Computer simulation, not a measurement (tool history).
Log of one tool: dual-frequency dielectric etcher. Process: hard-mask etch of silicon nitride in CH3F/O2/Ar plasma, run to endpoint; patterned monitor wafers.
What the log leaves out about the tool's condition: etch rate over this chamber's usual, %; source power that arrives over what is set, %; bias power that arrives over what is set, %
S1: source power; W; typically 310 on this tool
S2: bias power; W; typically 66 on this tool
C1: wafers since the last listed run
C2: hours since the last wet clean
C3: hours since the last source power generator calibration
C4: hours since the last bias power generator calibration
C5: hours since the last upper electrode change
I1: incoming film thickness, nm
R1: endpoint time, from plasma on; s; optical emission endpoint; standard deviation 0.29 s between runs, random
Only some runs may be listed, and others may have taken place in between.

run 1 hour=0 | S1=310 S2=66 | C1=0 C2=551.4 C3=2763.3 C4=2728.4 C5=5031.3 | I1=52.6 | R1=86.6
run 2 hour=15.7 | S1=310 S2=66 | C1=260 C2=567.1 C3=2779 C4=2744.1 C5=5047 | I1=52.9 | R1=86.9
-- hour=85.8 upper electrode replaced
run 3 hour=86.3 | S1=310 S2=66 | C1=772 C2=637.7 C3=2849.6 C4=2814.7 C5=0.5 | I1=53 | R1=87.4
run 4 hour=86.6 | S1=310 S2=66 | C1=4 C2=638 C3=2849.9 C4=2815 C5=0.8 | I1=52.6 | R1=87.7
run 5 hour=90.3 | S1=310 S2=66 | C1=61 C2=641.7 C3=2853.6 C4=2818.7 C5=4.5 | I1=52.6 | R1=87.2
run 6 hour=100.7 | S1=310 S2=66 | C1=172 C2=652.1 C3=2864 C4=2829.1 C5=14.9 | I1=52.1 | R1=86.6
run 7 hour=110.6 | S1=350 S2=70 | C1=164 C2=662 C3=2873.9 C4=2839 C5=24.8 | I1=51.4 | R1=79.8
-- hour=126.4 source power generator calibrated
-- hour=137.8 wet clean of the chamber
run 8 hour=138.3 | S1=310 S2=66 | C1=203 C2=0.5 C3=11.9 C4=2866.7 C5=52.5 | I1=51.7 | R1=88.9
run 9 hour=138.7 | S1=330 S2=66 | C1=6 C2=0.9 C3=12.3 C4=2867.1 C5=52.9 | I1=52.5 | R1=88.1
-- hour=149.7 bias power generator calibrated
-- hour=172 wet clean of the chamber, repeated, since the last time left the tool worse
run 10 hour=172.5 | S1=290 S2=76 | C1=124 C2=0.5 C3=46.1 C4=22.8 C5=86.7 | I1=52.2 | R1=81
run 11 hour=172.9 | S1=270 S2=54 | C1=6 C2=0.9 C3=46.5 C4=23.2 C5=87.1 | I1=51.8 | R1=94.9
run 12 hour=174.1 | S1=350 S2=78 | C1=19 C2=2.1 C3=47.7 C4=24.4 C5=88.3 | I1=52.1 | R1=75
run 13 hour=190 | S1=310 S2=66 | C1=263 C2=18 C3=63.6 C4=40.3 C5=104.2 | I1=52.2 | R1=83.5
run 14 hour=201.6 | S1=230 S2=58 | C1=192 C2=29.6 C3=75.2 C4=51.9 C5=115.8 | I1=51.9 | R1=96.9

How would selected steps in R1 from run to run divide? Give the signed amount a tool lacking its hidden state would still show from settings, what came in and random variation, and the signed amount left for the hidden state, including any gauge scatter that is not in both of the compared results.
Run 9 -> 10: S1 330 -> 290, S2 66 -> 76, bias power generator calibrated, wet clean of the chamber, repeated, since the last time left the tool worse. R1 -7.1 s: hidden state -5.6, all else -1.5.
Run 11 -> 12: S1 270 -> 350, S2 54 -> 78. R1 -19.9 s: hidden state +0, all else -19.9.

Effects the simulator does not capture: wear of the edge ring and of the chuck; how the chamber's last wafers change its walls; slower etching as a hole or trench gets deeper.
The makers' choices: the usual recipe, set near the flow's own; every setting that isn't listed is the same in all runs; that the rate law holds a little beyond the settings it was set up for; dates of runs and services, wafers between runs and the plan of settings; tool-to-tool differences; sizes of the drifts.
